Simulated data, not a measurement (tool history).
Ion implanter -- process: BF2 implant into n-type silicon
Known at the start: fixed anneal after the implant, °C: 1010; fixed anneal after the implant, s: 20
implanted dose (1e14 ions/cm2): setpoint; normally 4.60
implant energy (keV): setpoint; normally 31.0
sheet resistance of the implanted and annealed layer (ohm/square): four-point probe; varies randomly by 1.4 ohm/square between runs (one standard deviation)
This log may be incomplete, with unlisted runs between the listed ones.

run     day  implanted dose (1e14 ions/cm2)  implant energy (keV)  wafers since the last listed run  hours since the last dose calibration  hours since the extraction supply was calibrated  hours since the gauge calibration  read-back reference wafer on the same gauge, sheet resistance  sheet resistance of the implanted and annealed layer (ohm/square)
  1   0.000                            4.60                  31.0                                 0                                  396.9                                            4125.6                              308.2                                                         252.13                                                             270.94
  2   1.125                            4.60                  31.0                               721                                  423.9                                            4152.6                              335.2                                                         252.07                                                             269.99
  3   1.850                            4.60                  31.0                               465                                  441.3                                            4170.0                              352.6                                                         252.11                                                             269.61
  4   3.300                            4.60                  31.0                               930                                  476.1                                            4204.8                              387.4                                                         252.29                                                             274.45
  5   4.146                            4.60                  31.0                               542                                  496.4                                            4225.1                              407.7                                                         251.90                                                             270.49
  6   5.479                            4.60                  31.0                               855                                  528.4                                            4257.1                              439.7                                                         251.93                                                             269.89
  7   6.042                            4.60                  31.0                               360                                  541.9                                            4270.6                              453.2                                                         252.04                                                             268.37
  8   6.792                            4.60                  31.0                               481                                  559.9                                            4288.6                              471.2                                                         251.84                                                             271.28
      7.533  -- gauge calibrated
  9   7.996                            4.60                  31.0                               772                                  588.8                                            4317.5                               11.1                                                         251.90                                                             272.21
      9.262  -- Faraday cup replaced and dose calibrated
 10   9.400                            4.16                  31.0                               687                                    3.3                                            4351.2                               44.8                                                         252.19                                                             295.18
 11  10.283                            4.16                  31.0                               566                                   24.5                                            4372.4                               66.0                                                         252.34                                                             294.26
 12  10.812                            4.16                  31.0                               339                                   37.2                                            4385.1                               78.7                                                         252.16                                                             294.60
 13  11.896                            5.14                  37.5                               695                                   63.2                                            4411.1                              104.7                                                         252.23                                                             241.40
 14  13.133                            4.60                  21.0                               793                                   92.9                                            4440.8                              134.4                                                         252.25                                                             287.15
 15  14.612                            4.60                  31.0                               949                                  128.4                                            4476.3                              169.9                                                         251.94                                                             268.74
 16  15.875                            3.99                  27.0                               810                                  158.7                                            4506.6                              200.2                                                         251.87                                                             311.79
 17  16.517                            4.60                  31.0                               411                                  174.1                                            4522.0                              215.6                                                         251.77                                                             270.68
 18  17.075                            4.60                  20.0                               358                                  187.5                                            4535.4                              229.0                                                         251.90                                                             287.26
     18.608  -- extraction supply calibrated
 19  18.629                            5.96                  34.0                               783                                  224.8                                               0.5                              266.3                                                         252.20                                                             216.99
 20  19.679                            4.06                  36.0                               673                                  250.0                                              25.7                              291.5                                                         252.05                                                             296.50
 21  20.862                            5.54                  39.0                               759                                  278.4                                              54.1                              319.9                                                         252.02                                                             224.62
 22  21.496                            5.96                  34.0                               406                                  293.6                                              69.3                              335.1                                                         252.07                                                             217.26
 23  22.583                            5.50                  39.5                               697                                  319.7                                              95.4                              361.2                                                         252.18                                                             225.18
 24  23.558                            4.23                  27.5                               625                                  343.1                                             118.8                              384.6                                                         251.81                                                             294.82

4 ways to go on from here, each from the tool as it stands after run 24. What would each give?
  A  23.575                            4.60                  31.0                                10                                  343.5                                             119.2                              385.0                                                              ?                                                                  ?
  B  23.575                            5.28                  20.5                                10                                  343.5                                             119.2                              385.0                                                              ?                                                                  ?
  C  23.575                            3.32                  31.0                                10                                  343.5                                             119.2                              385.0                                                              ?                                                                  ?
  D  23.575                            5.36                  35.5                                10                                  343.5                                             119.2                              385.0                                                              ?                                                                  ?

run  read-back reference wafer on the same gauge, sheet resistance  sheet resistance of the implanted and annealed layer (ohm/square)
  A                                                         251.97                                                             271.77
  B                                                         251.97                                                             263.26
  C                                                         251.97                                                             358.75
  D                                                         251.97                                                             235.30
With the hidden condition removed and each run's random variation left untouched, the same runs would have given:
run  sheet resistance of the implanted and annealed layer (ohm/square)
  A                                                             271.77
  B                                                             263.26
  C                                                             358.75
  D                                                             235.30
